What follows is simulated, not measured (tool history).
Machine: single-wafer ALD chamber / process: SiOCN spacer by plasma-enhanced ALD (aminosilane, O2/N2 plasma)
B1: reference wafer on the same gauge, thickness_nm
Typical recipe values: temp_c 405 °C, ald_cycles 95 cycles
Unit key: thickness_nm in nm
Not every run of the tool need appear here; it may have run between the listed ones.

Run 1, hour 0.0: usual settings but temp_c 414 °C, ald_cycles 90 cycles; B1 5.028. Result: thickness_nm 5.140 nm.
Run 2, hour 9.5: usual settings but temp_c 414 °C, ald_cycles 90 cycles; B1 5.032. Result: thickness_nm 5.135 nm.
Run 3, hour 50.1: usual settings; B1 5.031. Result: thickness_nm 5.604 nm.
At hour 77.6: gauge calibrated.
At hour 78.0: thermocouple changed; heater temperature recalibrated.
Run 4, hour 80.5: usual settings; B1 5.033. Result: thickness_nm 5.601 nm.
Run 5, hour 90.0: usual settings; B1 5.026. Result: thickness_nm 5.586 nm.
Run 6, hour 101.6: usual settings; B1 5.028. Result: thickness_nm 5.620 nm.
Run 7, hour 117.9: usual settings; B1 5.030. Result: thickness_nm 5.572 nm.
Run 8, hour 135.2: usual settings but temp_c 415 °C, ald_cycles 83 cycles; B1 5.032. Result: thickness_nm 4.723 nm.
Run 9, hour 148.1: usual settings but temp_c 416 °C, ald_cycles 112 cycles; B1 5.031. Result: thickness_nm 6.320 nm.
Run 10, hour 162.5: usual settings but ald_cycles 107 cycles; B1 5.029. Result: thickness_nm 6.322 nm.
Run 11, hour 178.8: usual settings but temp_c 410 °C, ald_cycles 104 cycles; B1 5.030. Result: thickness_nm 6.012 nm.
Run 12, hour 195.0: usual settings; B1 5.034. Result: thickness_nm 5.596 nm.
Run 13, hour 208.9: usual settings; B1 5.030. Result: thickness_nm 5.586 nm.
Run 14, hour 217.0: usual settings but temp_c 413 °C, ald_cycles 109 cycles; B1 5.032. Result: thickness_nm 6.255 nm.
Run 15, hour 229.9: usual settings; B1 5.029. Result: thickness_nm 5.575 nm.

For each run, what was the tool's unlogged condition?
wafer temperature above the value expected at the setpoint (K): 0 at every run
gauge reads high (%): 0 at every run
